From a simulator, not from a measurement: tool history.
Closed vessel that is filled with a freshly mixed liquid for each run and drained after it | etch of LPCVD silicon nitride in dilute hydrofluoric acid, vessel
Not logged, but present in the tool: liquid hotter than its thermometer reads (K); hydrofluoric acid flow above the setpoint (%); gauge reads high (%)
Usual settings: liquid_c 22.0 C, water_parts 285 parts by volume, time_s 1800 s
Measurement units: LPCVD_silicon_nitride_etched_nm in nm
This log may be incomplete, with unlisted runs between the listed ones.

run	hour	liquid_c	water_parts	time_s	wafers since the last listed run	hours since the thermometer was replaced	hours since the hydrofluoric acid flow meter was replaced	hours since the gauge calibration	read-back film thickness of the LPCVD silicon nitride reference wafer, read on the same gauge (nm)	LPCVD_silicon_nitride_etched_nm
1	0.0	20.5	285	1800	0	566.6	26.5	846.2	119.985	2.839
2	39.0	20.5	285	1800	2103	605.6	65.5	885.2	119.999	2.827
3	78.0	22.0	285	1800	2103	644.6	104.5	924.2	119.982	3.165
4	107.7	22.0	285	1800	1601	674.3	134.2	953.9	120.021	3.203
5	137.6	22.0	180	1800	1612	704.2	164.1	983.8	120.040	4.996
6	205.6	22.0	180	1800	3667	772.2	232.1	1051.8	119.992	5.024
7	240.3	22.0	180	1800	1871	806.9	266.8	1086.5	120.032	5.111
8	273.1	22.0	285	1800	1769	839.7	299.6	1119.3	119.979	3.222
9	318.1	19.0	285	1800	2427	884.7	344.6	1164.3	120.006	2.766
# hour 329.3: thermometer replaced
10	368.9	22.0	285	1800	2686	39.6	395.4	1215.1	120.006	2.824
11	413.9	22.0	285	1800	2427	84.6	440.4	1260.1	119.976	2.873
# hour 424.9: hydrofluoric acid flow meter replaced
12	449.2	22.0	285	1800	1850	119.9	24.3	1295.4	119.990	2.832
13	495.5	22.0	220	2565	2497	166.2	70.6	1341.7	120.002	5.252
14	530.7	22.0	245	1800	1898	201.4	105.8	1376.9	119.986	3.352
15	571.9	24.0	230	855	2222	242.6	147.0	1418.1	119.998	1.958
16	619.4	18.0	425	2410	2562	290.1	194.5	1465.6	119.984	2.094

Run 17, settings as shown, results not yet in. Your forecast:
17	660.5	22.0	285	1800	2216	331.2	235.6	1506.7	?	?

read-back film thickness of the LPCVD silicon nitride reference wafer, read on the same gauge (nm): 119.964
LPCVD_silicon_nitride_etched_nm: 2.946 nm
The same run, on a tool lacking any hidden state, would have yielded LPCVD_silicon_nitride_etched_nm 2.785 nm.
